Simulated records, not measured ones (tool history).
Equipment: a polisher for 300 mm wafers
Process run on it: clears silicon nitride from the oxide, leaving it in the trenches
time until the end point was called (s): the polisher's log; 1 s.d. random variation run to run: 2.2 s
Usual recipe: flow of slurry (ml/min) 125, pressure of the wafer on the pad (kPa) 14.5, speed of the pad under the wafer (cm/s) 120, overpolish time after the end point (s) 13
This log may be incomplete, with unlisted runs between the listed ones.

| run | hour | flow of slurry (ml/min) | pressure of the wafer on the pad (kPa) | speed of the pad under the wafer (cm/s) | overpolish time after the end point (s) | wafers since the last listed run | wafers polished on this pad | hours since the slurry nozzle was cleaned | hours since the head pressure was calibrated | incoming thickness of the incoming film, nm | time until the end point was called (s) |
|---|---|---|---|---|---|---|---|---|---|---|---|
| 1 | 0 | 125 | 14.5 | 120 | 19 | 0 | 738 | 579 | 460.9 | 137.4 | 137.9 |
|  | 27.2 | slurry nozzle cleaned |
| 2 | 81.4 | 155 | 14.5 | 120 | 13 | 390 | 1128 | 54.2 | 542.3 | 136.9 | 134.2 |
|  | 87.7 | head pressure recalibrated |
|  | 146.7 | worn pad replaced by a new one |
| 3 | 168.5 | 125 | 14.5 | 120 | 13 | 393 | 105 | 141.3 | 80.8 | 134.6 | 137.7 |
| 4 | 216.6 | 125 | 14.5 | 120 | 13 | 233 | 339 | 189.4 | 128.9 | 137.2 | 145.8 |
| 5 | 311.7 | 125 | 14.5 | 120 | 13 | 461 | 800 | 284.5 | 224 | 137.3 | 136.7 |
| 6 | 372.1 | 125 | 11 | 120 | 13 | 293 | 1093 | 344.9 | 284.4 | 136.3 | 187.5 |
| 7 | 446.1 | 125 | 11 | 120 | 13 | 359 | 1452 | 418.9 | 358.4 | 131.9 | 177.3 |
|  | 482.5 | worn pad replaced by a new one |
| 8 | 538.4 | 125 | 14.5 | 120 | 13 | 428 | 271 | 511.2 | 450.7 | 135.8 | 136.5 |
|  | 583 | slurry nozzle cleaned |
| 9 | 614.4 | 125 | 14.5 | 100 | 13 | 363 | 635 | 31.4 | 526.7 | 135.2 | 170.5 |
| 10 | 703.1 | 125 | 14.5 | 120 | 13 | 430 | 1065 | 120.1 | 615.4 | 135.7 | 136.6 |
|  | 730.9 | head pressure recalibrated |
|  | 745.8 | worn pad replaced by a new one |
| 11 | 795.2 | 125 | 14.5 | 100 | 13 | 417 | 239 | 212.2 | 64.3 | 136.7 | 165 |
| 12 | 875.3 | 125 | 14.5 | 120 | 7 | 388 | 628 | 292.3 | 144.4 | 136.2 | 137.8 |
| 13 | 964.9 | 125 | 13.1 | 140 | 17 | 434 | 1062 | 381.9 | 234 | 135.5 | 127.7 |
| 14 | 1004.9 | 125 | 13.1 | 140 | 17 | 194 | 1256 | 421.9 | 274 | 137.2 | 131.3 |
|  | 1014.5 | worn pad replaced by a new one |
| 15 | 1045.1 | 125 | 14.5 | 102 | 13 | 175 | 148 | 462.1 | 314.2 | 135.2 | 164.6 |
| 16 | 1087 | 125 | 17.9 | 82 | 13 | 203 | 351 | 504 | 356.1 | 134.1 | 160.1 |
| 17 | 1130.4 | 160 | 14.5 | 120 | 13 | 210 | 562 | 547.4 | 399.5 | 134.5 | 133 |
| 18 | 1188 | 125 | 14.5 | 120 | 13 | 279 | 841 | 605 | 457.1 | 137.5 | 137.1 |
|  | 1191.6 | slurry nozzle cleaned |
| 19 | 1236.5 | 110 | 14.5 | 154 | 13 | 230 | 1072 | 44.9 | 505.6 | 134.1 | 112.9 |
|  | 1326.2 | worn pad replaced by a new one |
|  | 1375.8 | head pressure recalibrated |
| 20 | 1469.3 | 145 | 14.5 | 120 | 13 | 1100 | 684 | 277.7 | 93.5 | 133.9 | 133.7 |

Branching from run 20: 4 alternative next runs. What would each branch give?
| A | 1469.8 | 125 | 14.5 | 120 | 13 | 2 | 687 | 278.2 | 94 | 135.5 | ? |
| B | 1469.8 | 125 | 11.7 | 84 | 5 | 2 | 687 | 278.2 | 94 | 135.5 | ? |
| C | 1469.8 | 80 | 14.5 | 120 | 13 | 2 | 687 | 278.2 | 94 | 135.5 | ? |
| D | 1469.8 | 80 | 9.7 | 120 | 19 | 2 | 687 | 278.2 | 94 | 135.5 | ? |

| run | time until the end point was called (s) |
|---|---|
| A | 137.8 |
| B | 243.1 |
| C | 156.9 |
| D | 235.3 |
Without the tool's hidden state the same runs would have given:
| run | time until the end point was called (s) |
|---|---|
| A | 137.8 |
| B | 243.1 |
| C | 156.9 |
| D | 235.3 |
